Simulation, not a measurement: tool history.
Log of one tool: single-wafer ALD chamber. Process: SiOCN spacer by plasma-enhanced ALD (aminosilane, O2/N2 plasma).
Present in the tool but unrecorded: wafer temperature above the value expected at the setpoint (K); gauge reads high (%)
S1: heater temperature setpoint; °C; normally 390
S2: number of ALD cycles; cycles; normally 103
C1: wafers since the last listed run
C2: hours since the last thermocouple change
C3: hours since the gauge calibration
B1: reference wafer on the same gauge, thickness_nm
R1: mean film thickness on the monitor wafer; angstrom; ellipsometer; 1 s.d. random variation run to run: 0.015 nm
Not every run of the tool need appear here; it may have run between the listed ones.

Run 1, hour 0: usual settings; C1 0; C2 2726.3; C3 523.9; B1 5.321. Result: R1 59.4 angstrom.
Run 2, hour 34.8: usual settings; C1 77; C2 2761.1; C3 558.7; B1 5.324. Result: R1 59.73 angstrom.
Run 3, hour 62.7: usual settings; C1 61; C2 2789; C3 586.6; B1 5.321. Result: R1 59.56 angstrom.
Run 4, hour 95.9: usual settings but S1 381 °C, S2 95 cycles; C1 73; C2 2822.2; C3 619.8; B1 5.328. Result: R1 54.85 angstrom.
Run 5, hour 119.8: usual settings; C1 52; C2 2846.1; C3 643.7; B1 5.332. Result: R1 59.5 angstrom.
Run 6, hour 147.7: usual settings but S1 394 °C; C1 61; C2 2874; C3 671.6; B1 5.331. Result: R1 59.42 angstrom.
Run 7, hour 180.8: usual settings but S1 394 °C; C1 73; C2 2907.1; C3 704.7; B1 5.336. Result: R1 59.52 angstrom.
Run 8, hour 199.4: usual settings; C1 41; C2 2925.7; C3 723.3; B1 5.337. Result: R1 59.42 angstrom.
Run 9, hour 226.5: usual settings; C1 59; C2 2952.8; C3 750.4; B1 5.337. Result: R1 59.83 angstrom.
Run 10, hour 257: usual settings; C1 67; C2 2983.3; C3 780.9; B1 5.343. Result: R1 59.65 angstrom.
At hour 284: thermocouple changed; heater temperature recalibrated.
Run 11, hour 284.5: usual settings; C1 43; C2 0.5; C3 808.4; B1 5.347. Result: R1 60.11 angstrom.
Run 12, hour 299.1: usual settings; C1 32; C2 15.1; C3 823; B1 5.347. Result: R1 59.85 angstrom.
Run 13, hour 327.8: usual settings; C1 63; C2 43.8; C3 851.7; B1 5.354. Result: R1 59.8 angstrom.
Run 14, hour 394: usual settings but S2 114 cycles; C1 146; C2 110; C3 917.9; B1 5.361. Result: R1 66.43 angstrom.
Run 15, hour 429.7: usual settings but S2 114 cycles; C1 79; C2 145.7; C3 953.6; B1 5.368. Result: R1 66.31 angstrom.
Run 16, hour 460.5: usual settings but S2 114 cycles; C1 68; C2 176.5; C3 984.4; B1 5.372. Result: R1 66.43 angstrom.
Run 17, hour 474.1: usual settings; C1 30; C2 190.1; C3 998; B1 5.37. Result: R1 59.89 angstrom.
Run 18, hour 506.2: usual settings; C1 71; C2 222.2; C3 1030.1; B1 5.376. Result: R1 60 angstrom.
Run 19, hour 526.8: usual settings but S1 396 °C, S2 97 cycles; C1 45; C2 242.8; C3 1050.7; B1 5.383. Result: R1 56.42 angstrom.
Run 20, hour 540.8: usual settings but S1 396 °C, S2 97 cycles; C1 30; C2 256.8; C3 1064.7; B1 5.386. Result: R1 56.62 angstrom.
Run 21, hour 571.5: usual settings but S1 384 °C, S2 82 cycles; C1 67; C2 287.5; C3 1095.4; B1 5.391. Result: R1 48.02 angstrom.
Run 22, hour 587.4: usual settings but S1 383 °C, S2 93 cycles; C1 35; C2 303.4; C3 1111.3; B1 5.389. Result: R1 54.55 angstrom.
Run 23, hour 622.4: usual settings but S1 397 °C, S2 114 cycles; C1 77; C2 338.4; C3 1146.3; B1 5.398. Result: R1 66.67 angstrom.
Run 24, hour 651.1: usual settings but S1 382 °C, S2 113 cycles; C1 63; C2 367.1; C3 1175; B1 5.402. Result: R1 65.83 angstrom.
Run 25, hour 674.6: usual settings but S2 85 cycles; C1 52; C2 390.6; C3 1198.5; B1 5.41. Result: R1 49.92 angstrom.
Run 26, hour 697.4: usual settings but S1 382 °C; C1 50; C2 413.4; C3 1221.3; B1 5.412. Result: R1 60.48 angstrom.
At hour 706.2: gauge calibrated.
Run 27, hour 719.9: usual settings; C1 49; C2 435.9; C3 13.7; B1 5.302. Result: R1 59.26 angstrom.
Run 28, hour 735.4: usual settings; C1 34; C2 451.4; C3 29.2; B1 5.302. Result: R1 59.28 angstrom.
Run 29, hour 752.2: usual settings but S1 381 °C, S2 119 cycles; C1 37; C2 468.2; C3 46; B1 5.301. Result: R1 68.58 angstrom.
Run 30, hour 784.9: usual settings but S1 378 °C, S2 93 cycles; C1 72; C2 500.9; C3 78.7; B1 5.31. Result: R1 53.29 angstrom.
Run 31, hour 809.1: usual settings but S1 403 °C; C1 53; C2 525.1; C3 102.9; B1 5.309. Result: R1 59.16 angstrom.
Run 32, hour 823.9: usual settings but S1 378 °C, S2 93 cycles; C1 32; C2 539.9; C3 117.7; B1 5.308. Result: R1 53.57 angstrom.
Run 33, hour 840.4: usual settings but S1 400 °C, S2 122 cycles; C1 36; C2 556.4; C3 134.2; B1 5.306. Result: R1 70.19 angstrom.
Run 34, hour 852.5: usual settings but S2 116 cycles; C1 26; C2 568.5; C3 146.3; B1 5.301. Result: R1 66.8 angstrom.
Run 35, hour 879.6: usual settings but S1 399 °C, S2 113 cycles; C1 59; C2 595.6; C3 173.4; B1 5.309. Result: R1 64.93 angstrom.

What will run 36 give?
Run 36, hour 907.5: usual settings but S1 380 °C, S2 95 cycles; C1 61; C2 623.5; C3 201.3; B1 ?. Result: R1 ?.

For run 36 the tool returned B1 5.305, R1 54.49 angstrom.
Minus the tool's unlogged condition, the same run would have read R1 54.42 angstrom.
